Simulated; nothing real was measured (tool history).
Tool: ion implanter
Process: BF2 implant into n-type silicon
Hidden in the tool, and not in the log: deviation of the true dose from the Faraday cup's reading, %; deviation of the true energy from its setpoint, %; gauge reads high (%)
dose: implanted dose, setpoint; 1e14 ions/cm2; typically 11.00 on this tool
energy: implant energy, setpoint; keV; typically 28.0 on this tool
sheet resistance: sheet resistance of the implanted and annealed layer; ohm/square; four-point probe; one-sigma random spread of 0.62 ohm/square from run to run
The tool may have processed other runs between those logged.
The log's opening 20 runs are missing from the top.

| run | hour | dose | energy | wafers since the last listed run | hours since the last dose calibration | hours since the extraction supply was calibrated | hours since the gauge calibration | read-back reference wafer on the same gauge, sheet resistance | sheet resistance |
|---|---|---|---|---|---|---|---|---|---|
| 21 | 699.3 | 12.53 | 32.0 | 1623 | 429.4 | 1929.2 | 187.3 | 142.08 | 126.49 |
| 22 | 729.1 | 13.08 | 28.0 | 496 | 459.2 | 1959.0 | 217.1 | 142.05 | 131.00 |
| 23 | 742.3 | 9.74 | 28.0 | 219 | 472.4 | 1972.2 | 230.3 | 142.27 | 147.45 |
| 24 | 772.9 | 11.00 | 28.0 | 509 | 503.0 | 2002.8 | 260.9 | 142.25 | 138.77 |
| 25 | 808.3 | 11.00 | 28.0 | 589 | 538.4 | 2038.2 | 296.3 | 141.76 | 139.61 |
| 26 | 826.1 | 8.24 | 23.0 | 296 | 556.2 | 2056.0 | 314.1 | 142.05 | 170.59 |
|  | 861.0 | extraction supply calibrated |
| 27 | 861.5 | 12.53 | 32.0 | 456 | 591.6 | 0.5 | 349.5 | 141.64 | 126.50 |
| 28 | 892.2 | 11.00 | 28.0 | 511 | 622.3 | 31.2 | 380.2 | 142.02 | 137.50 |
| 29 | 913.7 | 13.46 | 35.0 | 358 | 643.8 | 52.7 | 401.7 | 141.62 | 118.93 |
| 30 | 937.2 | 12.39 | 22.5 | 391 | 667.3 | 76.2 | 425.2 | 142.02 | 144.32 |
| 31 | 964.4 | 7.86 | 19.5 | 453 | 694.5 | 103.4 | 452.4 | 141.92 | 184.16 |
| 32 | 982.8 | 12.24 | 37.5 | 306 | 712.9 | 121.8 | 470.8 | 141.82 | 120.09 |
| 33 | 1011.3 | 11.00 | 28.0 | 474 | 741.4 | 150.3 | 499.3 | 142.03 | 139.54 |
| 34 | 1023.8 | 12.35 | 35.0 | 208 | 753.9 | 162.8 | 511.8 | 142.18 | 122.30 |
| 35 | 1105.9 | 13.11 | 36.0 | 1367 | 836.0 | 244.9 | 593.9 | 142.18 | 118.21 |
| 36 | 1122.1 | 8.61 | 20.5 | 269 | 852.2 | 261.1 | 610.1 | 142.10 | 172.78 |
| 37 | 1153.0 | 11.00 | 34.5 | 514 | 883.1 | 292.0 | 641.0 | 142.06 | 129.99 |
| 38 | 1166.1 | 13.48 | 22.5 | 218 | 896.2 | 305.1 | 654.1 | 142.21 | 141.38 |

Consider 3 possible next runs. They are alternatives, not a sequence: every one starts from the tool as it was left by run 38. What does each give?
| A | 1166.5 | 11.00 | 28.0 | 6 | 896.6 | 305.5 | 654.5 | ? | ? |
| B | 1166.5 | 11.00 | 32.5 | 6 | 896.6 | 305.5 | 654.5 | ? | ? |
| C | 1166.5 | 14.07 | 31.0 | 6 | 896.6 | 305.5 | 654.5 | ? | ? |

| run | read-back reference wafer on the same gauge, sheet resistance | sheet resistance |
|---|---|---|
| A | 142.03 | 139.21 |
| B | 142.03 | 132.27 |
| C | 142.03 | 122.83 |
Take away the tool's hidden state, keep each run's random variation, and the runs would have read:
| run | sheet resistance |
|---|---|
| A | 139.21 |
| B | 132.27 |
| C | 122.83 |
